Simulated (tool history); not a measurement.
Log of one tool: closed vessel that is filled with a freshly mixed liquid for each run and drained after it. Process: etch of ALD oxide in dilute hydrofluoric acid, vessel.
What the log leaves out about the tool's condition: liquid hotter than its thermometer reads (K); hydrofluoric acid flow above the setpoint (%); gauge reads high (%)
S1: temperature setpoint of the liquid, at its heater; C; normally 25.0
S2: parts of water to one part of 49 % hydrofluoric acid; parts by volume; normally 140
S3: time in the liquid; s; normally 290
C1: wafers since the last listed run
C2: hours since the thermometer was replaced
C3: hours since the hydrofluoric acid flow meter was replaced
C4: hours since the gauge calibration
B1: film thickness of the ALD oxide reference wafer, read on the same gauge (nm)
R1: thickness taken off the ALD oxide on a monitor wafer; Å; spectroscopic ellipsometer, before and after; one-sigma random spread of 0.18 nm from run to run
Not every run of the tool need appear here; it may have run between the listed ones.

run 1 hour=0.0 | S1=28.5 S2=140 S3=215 | C1=0 C2=1240.7 C3=1831.0 C4=193.1 | B1=79.88 | R1=197.5
run 2 hour=38.8 | S1=28.5 S2=140 S3=215 | C1=3097 C2=1279.5 C3=1869.8 C4=231.9 | B1=79.79 | R1=196.7
run 3 hour=105.5 | S1=27.5 S2=140 S3=290 | C1=5324 C2=1346.2 C3=1936.5 C4=298.6 | B1=79.68 | R1=260.2
run 4 hour=154.1 | S1=25.0 S2=140 S3=290 | C1=3879 C2=1394.8 C3=1985.1 C4=347.2 | B1=79.60 | R1=234.3
run 5 hour=224.2 | S1=25.0 S2=140 S3=290 | C1=5595 C2=1464.9 C3=2055.2 C4=417.3 | B1=79.44 | R1=232.8
run 6 hour=280.2 | S1=25.0 S2=140 S3=290 | C1=4470 C2=1520.9 C3=2111.2 C4=473.3 | B1=79.25 | R1=232.5
-- hour=323.4 thermometer replaced
run 7 hour=348.9 | S1=25.0 S2=140 S3=290 | C1=5404 C2=25.5 C3=2179.9 C4=542.0 | B1=79.04 | R1=233.8
run 8 hour=393.9 | S1=25.0 S2=140 S3=290 | C1=3592 C2=70.5 C3=2224.9 C4=587.0 | B1=78.90 | R1=235.5
-- hour=406.1 hydrofluoric acid flow meter replaced
run 9 hour=444.9 | S1=25.0 S2=140 S3=290 | C1=3991 C2=121.5 C3=38.8 C4=638.0 | B1=78.74 | R1=230.9
run 10 hour=479.0 | S1=25.0 S2=140 S3=290 | C1=2722 C2=155.6 C3=72.9 C4=672.1 | B1=78.57 | R1=231.6
run 11 hour=527.9 | S1=25.0 S2=140 S3=290 | C1=3903 C2=204.5 C3=121.8 C4=721.0 | B1=78.37 | R1=227.8
run 12 hour=586.6 | S1=27.5 S2=140 S3=290 | C1=4685 C2=263.2 C3=180.5 C4=779.7 | B1=78.06 | R1=256.7
run 13 hour=610.9 | S1=25.0 S2=140 S3=290 | C1=1939 C2=287.5 C3=204.8 C4=804.0 | B1=77.92 | R1=230.5
run 14 hour=650.8 | S1=29.0 S2=115 S3=290 | C1=3185 C2=327.4 C3=244.7 C4=843.9 | B1=77.72 | R1=337.7
run 15 hour=680.0 | S1=25.0 S2=95 S3=290 | C1=2330 C2=356.6 C3=273.9 C4=873.1 | B1=77.58 | R1=352.8
run 16 hour=709.4 | S1=25.0 S2=140 S3=215 | C1=2346 C2=386.0 C3=303.3 C4=902.5 | B1=77.35 | R1=168.1
-- hour=712.6 gauge calibrated
run 17 hour=752.7 | S1=25.0 S2=140 S3=290 | C1=3456 C2=429.3 C3=346.6 C4=40.1 | B1=80.10 | R1=236.5
run 18 hour=805.6 | S1=25.0 S2=100 S3=290 | C1=4222 C2=482.2 C3=399.5 C4=93.0 | B1=80.08 | R1=352.9
run 19 hour=851.1 | S1=29.5 S2=140 S3=290 | C1=3632 C2=527.7 C3=445.0 C4=138.5 | B1=80.06 | R1=280.4
run 20 hour=912.4 | S1=28.0 S2=140 S3=290 | C1=4893 C2=589.0 C3=506.3 C4=199.8 | B1=80.00 | R1=263.5
run 21 hour=972.1 | S1=28.0 S2=140 S3=350 | C1=4765 C2=648.7 C3=566.0 C4=259.5 | B1=79.93 | R1=314.7
run 22 hour=1017.6 | S1=25.0 S2=205 S3=420 | C1=3632 C2=694.2 C3=611.5 C4=305.0 | B1=79.82 | R1=215.3

Predict each of these 4 candidate next runs independently; none follows another, all start after run 22:
run A hour=1018.3 | S1=25.0 S2=140 S3=290 | C1=55 C2=694.9 C3=612.2 C4=305.7 | B1=? | R1=?
run B hour=1018.3 | S1=27.0 S2=140 S3=290 | C1=55 C2=694.9 C3=612.2 C4=305.7 | B1=? | R1=?
run C hour=1018.3 | S1=25.0 S2=80 S3=290 | C1=55 C2=694.9 C3=612.2 C4=305.7 | B1=? | R1=?
run D hour=1018.3 | S1=25.0 S2=170 S3=385 | C1=55 C2=694.9 C3=612.2 C4=305.7 | B1=? | R1=?

run=A B1=79.83 R1=235.7
run=B B1=79.83 R1=254.2
run=C B1=79.83 R1=444.3
run=D B1=79.83 R1=248.8
What these runs would have given with no unlogged condition in the tool:
run=A R1=236.2
run=B R1=254.7
run=C R1=445.2
run=D R1=249.3

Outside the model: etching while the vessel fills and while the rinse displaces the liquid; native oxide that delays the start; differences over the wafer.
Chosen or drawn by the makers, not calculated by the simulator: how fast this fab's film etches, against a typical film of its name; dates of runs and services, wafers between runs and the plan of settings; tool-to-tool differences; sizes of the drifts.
